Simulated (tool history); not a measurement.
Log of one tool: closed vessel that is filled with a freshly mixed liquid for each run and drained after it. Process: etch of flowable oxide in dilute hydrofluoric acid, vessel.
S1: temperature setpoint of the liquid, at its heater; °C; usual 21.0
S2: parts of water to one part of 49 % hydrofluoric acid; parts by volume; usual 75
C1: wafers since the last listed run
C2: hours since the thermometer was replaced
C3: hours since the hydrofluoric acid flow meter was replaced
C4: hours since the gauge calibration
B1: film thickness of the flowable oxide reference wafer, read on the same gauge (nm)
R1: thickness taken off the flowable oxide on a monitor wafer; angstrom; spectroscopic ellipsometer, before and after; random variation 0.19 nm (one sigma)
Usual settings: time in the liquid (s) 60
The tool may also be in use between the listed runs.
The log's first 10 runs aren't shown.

run 11 hour=134.2 | S1=21.0 S2=50 time_in_the_liquid_(s)=60 | C1=4113 C2=2078.3 C3=2149.4 C4=573.0 | B1=150.03 | R1=584.0
run 12 hour=148.5 | S1=21.0 S2=75 time_in_the_liquid_(s)=60 | C1=2035 C2=2092.6 C3=2163.7 C4=587.3 | B1=149.99 | R1=381.3
run 13 hour=159.1 | S1=21.0 S2=75 time_in_the_liquid_(s)=60 | C1=1508 C2=2103.2 C3=2174.3 C4=597.9 | B1=150.00 | R1=381.2
-- hour=176.4 thermometer replaced
run 14 hour=176.9 | S1=21.0 S2=75 time_in_the_liquid_(s)=60 | C1=2390 C2=0.5 C3=2192.1 C4=615.7 | B1=149.99 | R1=382.3
run 15 hour=191.6 | S1=21.0 S2=75 time_in_the_liquid_(s)=60 | C1=2092 C2=15.2 C3=2206.8 C4=630.4 | B1=149.96 | R1=384.8
-- hour=198.8 gauge calibrated
run 16 hour=243.0 | S1=21.0 S2=75 time_in_the_liquid_(s)=60 | C1=7315 C2=66.6 C3=2258.2 C4=44.2 | B1=149.98 | R1=384.6
run 17 hour=257.7 | S1=21.0 S2=75 time_in_the_liquid_(s)=80 | C1=2092 C2=81.3 C3=2272.9 C4=58.9 | B1=150.01 | R1=510.6
run 18 hour=268.4 | S1=22.5 S2=50 time_in_the_liquid_(s)=60 | C1=1522 C2=92.0 C3=2283.6 C4=69.6 | B1=149.97 | R1=634.2
run 19 hour=284.1 | S1=25.5 S2=110 time_in_the_liquid_(s)=75 | C1=2234 C2=107.7 C3=2299.3 C4=85.3 | B1=150.04 | R1=377.7
run 20 hour=301.0 | S1=19.0 S2=75 time_in_the_liquid_(s)=90 | C1=2405 C2=124.6 C3=2316.2 C4=102.2 | B1=150.02 | R1=529.9
run 21 hour=312.4 | S1=17.0 S2=115 time_in_the_liquid_(s)=70 | C1=1622 C2=136.0 C3=2327.6 C4=113.6 | B1=149.99 | R1=240.8
run 22 hour=320.1 | S1=21.0 S2=90 time_in_the_liquid_(s)=90 | C1=1095 C2=143.7 C3=2335.3 C4=121.3 | B1=150.02 | R1=473.6
run 23 hour=334.2 | S1=21.0 S2=50 time_in_the_liquid_(s)=60 | C1=2006 C2=157.8 C3=2349.4 C4=135.4 | B1=149.99 | R1=592.1
-- hour=345.4 hydrofluoric acid flow meter replaced
run 24 hour=349.6 | S1=24.5 S2=75 time_in_the_liquid_(s)=35 | C1=2049 C2=173.2 C3=4.2 C4=150.8 | B1=150.03 | R1=224.3
run 25 hour=358.8 | S1=21.0 S2=90 time_in_the_liquid_(s)=30 | C1=1309 C2=182.4 C3=13.4 C4=160.0 | B1=150.02 | R1=137.4
run 26 hour=375.5 | S1=21.0 S2=75 time_in_the_liquid_(s)=90 | C1=2376 C2=199.1 C3=30.1 C4=176.7 | B1=150.02 | R1=502.8
run 27 hour=385.3 | S1=26.0 S2=105 time_in_the_liquid_(s)=75 | C1=1394 C2=208.9 C3=39.9 C4=186.5 | B1=150.02 | R1=352.1
run 28 hour=399.1 | S1=21.0 S2=75 time_in_the_liquid_(s)=60 | C1=1964 C2=222.7 C3=53.7 C4=200.3 | B1=149.97 | R1=336.0
run 29 hour=409.7 | S1=17.0 S2=105 time_in_the_liquid_(s)=50 | C1=1508 C2=233.3 C3=64.3 C4=210.9 | B1=150.02 | R1=161.8
run 30 hour=425.9 | S1=21.0 S2=90 time_in_the_liquid_(s)=30 | C1=2305 C2=249.5 C3=80.5 C4=227.1 | B1=150.02 | R1=137.0
run 31 hour=471.9 | S1=21.0 S2=85 time_in_the_liquid_(s)=85 | C1=6546 C2=295.5 C3=126.5 C4=273.1 | B1=150.01 | R1=416.9
run 32 hour=486.9 | S1=25.0 S2=75 time_in_the_liquid_(s)=95 | C1=2134 C2=310.5 C3=141.5 C4=288.1 | B1=149.98 | R1=621.7
run 33 hour=504.0 | S1=21.0 S2=75 time_in_the_liquid_(s)=60 | C1=2433 C2=327.6 C3=158.6 C4=305.2 | B1=150.03 | R1=341.0

Forecast each of these 3 alternatives for the next run:
run A hour=504.7 | S1=22.5 S2=75 time_in_the_liquid_(s)=60 | C1=99 C2=328.3 C3=159.3 C4=305.9 | B1=? | R1=?
run B hour=504.7 | S1=21.0 S2=65 time_in_the_liquid_(s)=80 | C1=99 C2=328.3 C3=159.3 C4=305.9 | B1=? | R1=?
run C hour=504.7 | S1=17.0 S2=100 time_in_the_liquid_(s)=45 | C1=99 C2=328.3 C3=159.3 C4=305.9 | B1=? | R1=?

run=A B1=150.02 R1=358.5
run=B B1=150.02 R1=524.6
run=C B1=150.02 R1=156.0
Without the tool's hidden state the same runs would have given:
run=A R1=352.9
run=B R1=516.6
run=C R1=153.6

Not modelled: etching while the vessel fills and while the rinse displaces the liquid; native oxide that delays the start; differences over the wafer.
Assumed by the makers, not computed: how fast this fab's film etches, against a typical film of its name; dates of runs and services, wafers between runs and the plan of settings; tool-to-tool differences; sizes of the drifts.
